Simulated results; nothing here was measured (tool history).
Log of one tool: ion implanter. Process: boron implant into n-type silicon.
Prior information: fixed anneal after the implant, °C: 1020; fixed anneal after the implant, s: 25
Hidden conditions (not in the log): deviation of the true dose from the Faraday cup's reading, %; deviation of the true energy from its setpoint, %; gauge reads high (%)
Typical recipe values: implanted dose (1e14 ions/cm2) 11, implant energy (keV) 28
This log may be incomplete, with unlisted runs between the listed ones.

run	hour	implanted dose (1e14 ions/cm2)	implant energy (keV)	wafers since the last listed run	hours since the last dose calibration	hours since the extraction supply was calibrated	hours since the gauge calibration	read-back reference wafer on the same gauge, sheet resistance	sheet resistance of the implanted and annealed layer (ohm/square)
1	0	8.83	28	0	512.1	1785.4	630.9	113.91	136.91
2	76.1	8.83	28	1448	588.2	1861.5	707	114.09	136.92
3	182.3	8.83	28	2020	694.4	1967.7	813.2	113.94	137.89
4	226.9	11.91	28	848	739	2012.3	857.8	113.92	107.07
5	293.5	9.32	28	1267	805.6	2078.9	924.4	113.75	132.14
6	363.6	9.32	28	1333	875.7	2149	994.5	114.08	131.78
7	402.5	9.32	28	740	914.6	2187.9	1033.4	113.96	132.49
# hour 470.7: gauge calibrated
# hour 481.4: Faraday cup replaced and dose calibrated
# hour 517.8: extraction supply calibrated
8	587.3	13.77	36.5	3212	105.9	69.5	116.6	114	92.08
9	637.8	9.32	28	961	156.4	120	167.1	113.9	129.58
10	694.1	9.55	35	1071	212.7	176.3	223.4	114.01	124.93
11	753.4	11	21.5	1128	272	235.6	282.7	114.11	115.84
12	851.6	12.68	25.5	1868	370.2	333.8	380.9	114.13	101.61
13	943.4	11	28	1746	462	425.6	472.7	113.92	113.66
14	1012.2	11	28	1309	530.8	494.4	541.5	113.97	113.33
15	1104.3	12.89	35.5	1752	622.9	586.5	633.6	113.92	98.83

5 options for the next run, each taken on its own from the tool as it stands now. Forecast them:
A	1104.7	11	20.5	7	623.3	586.9	634	?	?
B	1104.7	13.6	25.5	7	623.3	586.9	634	?	?
C	1104.7	12.62	23.5	7	623.3	586.9	634	?	?
D	1104.7	11.88	35.5	7	623.3	586.9	634	?	?
E	1104.7	9.63	36.5	7	623.3	586.9	634	?	?

run	read-back reference wafer on the same gauge, sheet resistance	sheet resistance of the implanted and annealed layer (ohm/square)
A	113.99	116.71
B	113.99	96.4
C	113.99	103.09
D	113.99	105.44
E	113.99	125.24
The same runs, with their run-to-run variation unchanged, on a tool lacking any hidden condition would have given:
run	sheet resistance of the implanted and annealed layer (ohm/square)
A	115.78
B	95.65
C	102.29
D	104.59
E	124.24
